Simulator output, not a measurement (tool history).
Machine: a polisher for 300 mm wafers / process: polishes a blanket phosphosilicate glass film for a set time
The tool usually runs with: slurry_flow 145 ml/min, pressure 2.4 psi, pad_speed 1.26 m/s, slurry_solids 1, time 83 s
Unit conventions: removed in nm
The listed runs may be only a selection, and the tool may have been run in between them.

run	hour	slurry_flow	pressure	pad_speed	slurry_solids	time	incoming thickness of the incoming film, nm	removed
1	0	145	3	1.26	1	83	3761.6	654.4
2	26.1	145	2.4	1.26	1	73	3807.5	494.4
3	55.5	145	2.4	1.26	1	83	3796.2	561.5
4	114.6	145	2.4	1.26	1	83	3770.7	552.9
5	149.7	145	2.4	1.26	1	83	3791.5	563.1
6	168.1	145	2.4	1.26	1	83	3837.2	557.6
7	182.5	145	2.4	1.26	0.85	83	3827.4	517.7
8	251.6	145	2.4	1.26	1	83	3819.3	566.8
9	265.4	145	2.4	1.26	1	83	3826.6	558.7
10	290.5	145	2.4	1.26	1	83	3740.3	562.8
11	306	145	2.4	1.46	1	83	3759.3	619.3
12	340.9	145	2.4	1.26	1	83	3853.2	549.4
13	367.7	160	2.4	1.26	1	83	3760.2	569.1
14	391.9	145	2.4	1.26	1	62	3761.9	422.7
15	412.5	145	2.4	1.26	1	83	3813.8	563.7
16	440.2	145	2.4	1.26	0.75	61	3735.6	356.5
17	466.9	170	2	1.06	1	83	3738.8	455.4
18	485	145	2.7	1.26	1.3	105	3741.1	879.5
19	509.9	145	2.4	1.26	1	83	3807.2	563.9
20	538.2	145	3.2	1.38	1	83	3782.9	711.9

Not shown: 9 entries that the log had between the listed runs. Between which runs, and how does the tool's hidden state differ before and after?
In the gap between runs 1 and 2: worn pad replaced by a new one (hour 25.6)
  the hidden state is the same at both runs
In the gap between runs 4 and 5: worn pad replaced by a new one (hour 124.9)
  the hidden state is the same at both runs
In the gap between runs 7 and 8: conditioning disc replaced and pad reconditioned (hour 192.8); worn pad replaced by a new one (hour 244.5)
  the hidden state is the same at both runs
In the gap between runs 8 and 9: slurry nozzle cleaned (hour 258.9)
  the hidden state is the same at both runs
In the gap between runs 12 and 13: worn pad replaced by a new one (hour 367.2)
  the hidden state is the same at both runs
In the gap between runs 13 and 14: head pressure recalibrated (hour 391.4)
  the hidden state is the same at both runs
In the gap between runs 14 and 15: slurry blender recalibrated (hour 397.2)
  the hidden state is the same at both runs
In the gap between runs 16 and 17: worn pad replaced by a new one (hour 466.4)
  the hidden state is the same at both runs
